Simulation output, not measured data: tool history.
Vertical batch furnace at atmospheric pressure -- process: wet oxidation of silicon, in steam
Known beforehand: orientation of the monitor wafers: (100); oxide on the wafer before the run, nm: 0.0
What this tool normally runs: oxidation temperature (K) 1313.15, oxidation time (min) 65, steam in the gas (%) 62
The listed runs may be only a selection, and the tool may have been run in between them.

run	hour	oxidation temperature (K)	oxidation time (min)	steam in the gas (%)	wafers since the last listed run	hours since the last temperature calibration	hours since the steam generator was serviced	hours since the gauge calibration	read-back reference wafer on the same gauge, thickness	oxide thickness on the monitor wafer (Å)
1	0	1313.15	65	62	0	1345.6	2338.6	1020.5	538.5	5021.8
# hour 65.3: thermocouples replaced and temperature profile calibrated
2	65.8	1313.15	65	62	585	0.5	2404.4	1086.3	539.29	4933.4
3	142.5	1313.15	65	62	1074	77.2	2481.1	1163	539.27	4921.7
4	192.4	1313.15	65	66	699	127.1	2531	1212.9	538.61	5146.5
5	268.1	1313.15	65	66	1060	202.8	2606.7	1288.6	539.66	5146.3
6	351.3	1313.15	65	66	1165	286	2689.9	1371.8	539.12	5123.1
7	436.9	1313.15	65	62	1199	371.6	2775.5	1457.4	538.85	4954
8	486.9	1313.15	65	62	700	421.6	2825.5	1507.4	538.62	4947.7
9	766.7	1313.15	65	62	3919	701.4	3105.3	1787.2	538.64	4977.2
10	853.9	1313.15	65	62	1221	788.6	3192.5	1874.4	538.68	4973.6
11	946.9	1313.15	65	62	1302	881.6	3285.5	1967.4	538.66	5015
12	1045.1	1313.15	65	62	1375	979.8	3383.7	2065.6	539.15	5014.7
13	1097.5	1313.15	65	62	734	1032.2	3436.1	2118	538.96	5002.6
# hour 1105.5: gauge calibrated
14	1171.4	1313.15	65	62	1035	1106.1	3510	65.9	539.06	5012.8
15	1218	1313.15	65	62	652	1152.7	3556.6	112.5	538.53	5005.8
16	1280.1	1313.15	65	62	869	1214.8	3618.7	174.6	538.89	5008.9
17	1350.6	1313.15	44	72	987	1285.3	3689.2	245.1	538.67	4298
# hour 1399.5: steam generator serviced
18	1448.1	1324.15	39.5	62	1029	1382.8	48.6	342.6	539.08	3914.3
19	1553.2	1333.15	65	62	1472	1487.9	153.7	447.7	538.87	5635.1
20	1632.6	1313.15	65	62	1112	1567.3	233.1	527.1	539	5008.2
21	1709.6	1291.15	77	57	1078	1644.3	310.1	604.1	539.49	4625.6
# hour 1798: thermocouples replaced and temperature profile calibrated
22	1798.5	1313.15	65	70	909	0.5	399	693	538.93	5348
23	1860.5	1302.15	95.5	66	868	62.5	461	755	539.19	6152.7
24	1941.8	1332.15	65	62	1138	143.8	542.3	836.3	538.91	5517.6

For run 25, what comes out?
25	1987.7	1299.15	41	62	642	189.7	588.2	882.2	?	?

Run 25 gave read-back reference wafer on the same gauge, thickness 538.93, oxide thickness on the monitor wafer (Å) 3298.
On a tool with no hidden condition, and with the same random variation, this run would have come out at oxide thickness on the monitor wafer (Å) 3281.7.
